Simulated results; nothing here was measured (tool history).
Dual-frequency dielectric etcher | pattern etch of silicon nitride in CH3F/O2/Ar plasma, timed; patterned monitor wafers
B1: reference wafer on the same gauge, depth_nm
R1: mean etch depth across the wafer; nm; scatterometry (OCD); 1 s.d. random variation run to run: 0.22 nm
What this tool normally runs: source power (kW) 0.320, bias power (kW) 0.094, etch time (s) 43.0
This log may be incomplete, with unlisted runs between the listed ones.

Run 1, hour 0.0: usual settings; B1 28.78. Result: R1 30.90 nm.
Run 2, hour 12.4: usual settings but source power (kW) 0.300, bias power (kW) 0.106; B1 28.72. Result: R1 30.66 nm.
Run 3, hour 43.6: usual settings but source power (kW) 0.300, bias power (kW) 0.106; B1 28.61. Result: R1 31.01 nm.
Run 4, hour 75.7: usual settings but source power (kW) 0.300, bias power (kW) 0.106; B1 28.64. Result: R1 30.94 nm.
Run 5, hour 100.3: usual settings; B1 28.66. Result: R1 30.76 nm.
At hour 116.8: bias power generator calibrated.
Run 6, hour 122.6: usual settings; B1 28.56. Result: R1 30.78 nm.
Run 7, hour 150.2: usual settings; B1 28.59. Result: R1 30.97 nm.
Run 8, hour 185.1: usual settings; B1 28.52. Result: R1 30.24 nm.
Run 9, hour 200.8: usual settings; B1 28.55. Result: R1 30.61 nm.
Run 10, hour 229.7: usual settings; B1 28.46. Result: R1 30.37 nm.
Run 11, hour 259.0: usual settings; B1 28.44. Result: R1 30.58 nm.
Run 12, hour 271.3: usual settings but bias power (kW) 0.078; B1 28.38. Result: R1 28.97 nm.
Run 13, hour 299.7: usual settings but source power (kW) 0.380, bias power (kW) 0.070, etch time (s) 54.5; B1 28.40. Result: R1 39.08 nm.
Run 14, hour 317.0: usual settings but source power (kW) 0.390, bias power (kW) 0.109, etch time (s) 46.5; B1 28.37. Result: R1 38.14 nm.
Run 15, hour 342.9: usual settings but source power (kW) 0.270, bias power (kW) 0.102, etch time (s) 50.0; B1 28.32. Result: R1 33.12 nm.
At hour 370.3: upper electrode replaced.
At hour 380.2: wet clean of the chamber.
Run 16, hour 380.7: usual settings; B1 28.35. Result: R1 30.70 nm.
Run 17, hour 401.3: usual settings but source power (kW) 0.270, bias power (kW) 0.078, etch time (s) 53.0; B1 28.26. Result: R1 32.61 nm.
Run 18, hour 435.8: usual settings but bias power (kW) 0.081; B1 28.21. Result: R1 29.08 nm.
Run 19, hour 452.6: usual settings but source power (kW) 0.270, bias power (kW) 0.071, etch time (s) 32.0; B1 28.28. Result: R1 19.62 nm.
Run 20, hour 487.2: usual settings but source power (kW) 0.350, bias power (kW) 0.113, etch time (s) 38.5; B1 28.23. Result: R1 29.96 nm.
At hour 499.5: gauge calibrated.
At hour 511.9: source power generator calibrated.
Run 21, hour 519.0: usual settings; B1 29.06. Result: R1 31.51 nm.
Run 22, hour 551.9: usual settings but source power (kW) 0.290, etch time (s) 48.5; B1 29.09. Result: R1 33.66 nm.
Run 23, hour 576.9: usual settings; B1 29.03. Result: R1 31.09 nm.
Run 24, hour 609.4: usual settings but source power (kW) 0.270, bias power (kW) 0.079, etch time (s) 54.0; B1 29.01. Result: R1 34.71 nm.
Run 25, hour 637.9: usual settings but bias power (kW) 0.116, etch time (s) 47.5; B1 29.00. Result: R1 35.84 nm.
Run 26, hour 658.0: usual settings but source power (kW) 0.260, bias power (kW) 0.073, etch time (s) 38.5; B1 28.90. Result: R1 23.23 nm.
Run 27, hour 681.5: usual settings but source power (kW) 0.390; B1 28.94. Result: R1 34.56 nm.
Run 28, hour 711.2: usual settings but source power (kW) 0.300, bias power (kW) 0.102, etch time (s) 36.0; B1 28.87. Result: R1 25.84 nm.
At hour 735.5: wet clean of the chamber.
Run 29, hour 736.0: usual settings; B1 28.86. Result: R1 30.93 nm.

What if the next run were any one of these 5? Each begins from the tool's condition after run 29:
Run A, hour 736.4: usual settings; B1 ?. Result: R1 ?.
Run B, hour 736.4: usual settings but source power (kW) 0.400; B1 ?. Result: R1 ?.
Run C, hour 736.4: usual settings but source power (kW) 0.260, etch time (s) 32.5; B1 ?. Result: R1 ?.
Run D, hour 736.4: usual settings but source power (kW) 0.240, bias power (kW) 0.112, etch time (s) 53.5; B1 ?. Result: R1 ?.
Run E, hour 736.4: usual settings but source power (kW) 0.290, bias power (kW) 0.073, etch time (s) 38.5; B1 ?. Result: R1 ?.

run     B1     R1
  A  28.75  30.96
  B  28.75  34.50
  C  28.75  21.01
  D  28.75  34.69
  E  28.75  24.81
Without the tool's hidden state the same runs would have given:
run     R1
  A  31.34
  B  34.92
  C  21.26
  D  35.10
  E  25.11
